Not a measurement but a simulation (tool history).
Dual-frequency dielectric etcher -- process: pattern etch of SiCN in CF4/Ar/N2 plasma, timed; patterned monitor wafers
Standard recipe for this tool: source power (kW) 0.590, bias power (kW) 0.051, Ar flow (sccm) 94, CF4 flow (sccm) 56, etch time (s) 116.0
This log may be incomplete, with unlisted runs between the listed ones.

run    hour  source power (kW)  bias power (kW)  Ar flow (sccm)  CF4 flow (sccm)  etch time (s)  wafers since the last listed run  hours since the last wet clean  hours since the last source power generator calibration  hours since the last bias power generator calibration  hours since the last Ar flow controller change  hours since the last CF4 flow controller change  hours since the last upper electrode change  hours since the gauge calibration  read-back reference wafer on the same gauge, depth_nm  mean etch depth across the wafer (nm)
  1     0.0              0.590            0.051              94               56          129.5                                 0                            65.8                                                    747.0                                                  262.3                                           800.1                                            127.5                                        267.3                             1063.1                                                  101.4                                  134.2
  2    57.5              0.590            0.051              94               56          116.0                               535                           123.3                                                    804.5                                                  319.8                                           857.6                                            185.0                                        324.8                             1120.6                                                  101.4                                  120.0
  3   116.8              0.590            0.051              94               62          116.0                               552                           182.6                                                    863.8                                                  379.1                                           916.9                                            244.3                                        384.1                             1179.9                                                  101.5                                  121.8
  4   203.9              0.590            0.051              72               43          116.0                               810                           269.7                                                    950.9                                                  466.2                                          1004.0                                            331.4                                        471.2                             1267.0                                                  101.4                                  121.4
  5   246.5              0.590            0.051              94               56          116.0                               396                           312.3                                                    993.5                                                  508.8                                          1046.6                                            374.0                                        513.8                             1309.6                                                  101.3                                  120.2
  6   354.4              0.590            0.051              94               56           85.5                              1004                           420.2                                                   1101.4                                                  616.7                                          1154.5                                            481.9                                        621.7                             1417.5                                                  101.3                                   88.5
  7   441.4              0.590            0.051             118               56          116.0                               810                           507.2                                                   1188.4                                                  703.7                                          1241.5                                            568.9                                        708.7                             1504.5                                                  101.2                                  115.2
  8   489.4              0.590            0.058              94               56           97.5                               446                           555.2                                                   1236.4                                                  751.7                                          1289.5                                            616.9                                        756.7                             1552.5                                                  101.2                                  106.6
  9   525.5              0.590            0.051              94               56          116.0                               336                           591.3                                                   1272.5                                                  787.8                                          1325.6                                            653.0                                        792.8                             1588.6                                                  101.2                                  120.0
 10   591.7              0.590            0.043              94               56          105.0                               616                           657.5                                                   1338.7                                                  854.0                                          1391.8                                            719.2                                        859.0                             1654.8                                                  101.2                                  100.8
 11   665.0              0.590            0.059              94               56          116.0                               682                           730.8                                                   1412.0                                                  927.3                                          1465.1                                            792.5                                        932.3                             1728.1                                                  101.1                                  127.1
      701.5  -- wet clean of the chamber
 12   748.7              0.590            0.051              94               56          116.0                               555                            47.2                                                   1495.7                                                 1011.0                                          1548.8                                            876.2                                       1016.0                             1811.8                                                  101.0                                  120.0
 13   814.2              0.720            0.041              72               56           88.0                               609                           112.7                                                   1561.2                                                 1076.5                                          1614.3                                            941.7                                       1081.5                             1877.3                                                  101.0                                  107.3
 14   859.9              0.690            0.051              94               45          116.0                               425                           158.4                                                   1606.9                                                 1122.2                                          1660.0                                            987.4                                       1127.2                             1923.0                                                  101.0                                  137.6
      886.6  -- gauge calibrated
 15   955.7              0.590            0.051              94               56           92.0                               891                           254.2                                                   1702.7                                                 1218.0                                          1755.8                                           1083.2                                       1223.0                               69.1                                                  102.1                                   95.6
 16  1039.0              0.490            0.051              94               51          143.0                               775                           337.5                                                   1786.0                                                 1301.3                                          1839.1                                           1166.5                                       1306.3                              152.4                                                  102.0                                  120.5
 17  1089.6              0.460            0.051              94               56          116.0                               471                           388.1                                                   1836.6                                                 1351.9                                          1889.7                                           1217.1                                       1356.9                              203.0                                                  101.9                                   92.0
 18  1187.9              0.590            0.051              94               56          116.0                               915                           486.4                                                   1934.9                                                 1450.2                                          1988.0                                           1315.4                                       1455.2                              301.3                                                  102.0                                  120.8
 19  1280.7              0.590            0.051             109               56          116.0                               864                           579.2                                                   2027.7                                                 1543.0                                          2080.8                                           1408.2                                       1548.0                              394.1                                                  101.9                                  117.7
 20  1366.2              0.520            0.051              94               56          116.0                               796                           664.7                                                   2113.2                                                 1628.5                                          2166.3                                           1493.7                                       1633.5                              479.6                                                  101.9                                  105.5

Predict each of these 5 candidate next runs independently; none follows another, all start after run 20:
  A  1366.6              0.590            0.051              94               56          116.0                                 3                           665.1                                                   2113.6                                                 1628.9                                          2166.7                                           1494.1                                       1633.9                              480.0                                                      ?                                      ?
  B  1366.6              0.590            0.051              71               69          116.0                                 3                           665.1                                                   2113.6                                                 1628.9                                          2166.7                                           1494.1                                       1633.9                              480.0                                                      ?                                      ?
  C  1366.6              0.590            0.051              94               56           91.0                                 3                           665.1                                                   2113.6                                                 1628.9                                          2166.7                                           1494.1                                       1633.9                              480.0                                                      ?                                      ?
  D  1366.6              0.740            0.051              94               51          116.0                                 3                           665.1                                                   2113.6                                                 1628.9                                          2166.7                                           1494.1                                       1633.9                              480.0                                                      ?                                      ?
  E  1366.6              0.590            0.061              94               43           92.0                                 3                           665.1                                                   2113.6                                                 1628.9                                          2166.7                                           1494.1                                       1633.9                              480.0                                                      ?                                      ?

run  read-back reference wafer on the same gauge, depth_nm  mean etch depth across the wafer (nm)
  A                                                  101.8                                  121.0
  B                                                  101.8                                  130.0
  C                                                  101.8                                   94.9
  D                                                  101.8                                  151.6
  E                                                  101.8                                  100.6
Without the tool's unlogged condition, the same runs would have read:
run  mean etch depth across the wafer (nm)
  A                                  121.2
  B                                  130.2
  C                                   95.1
  D                                  151.8
  E                                  100.8
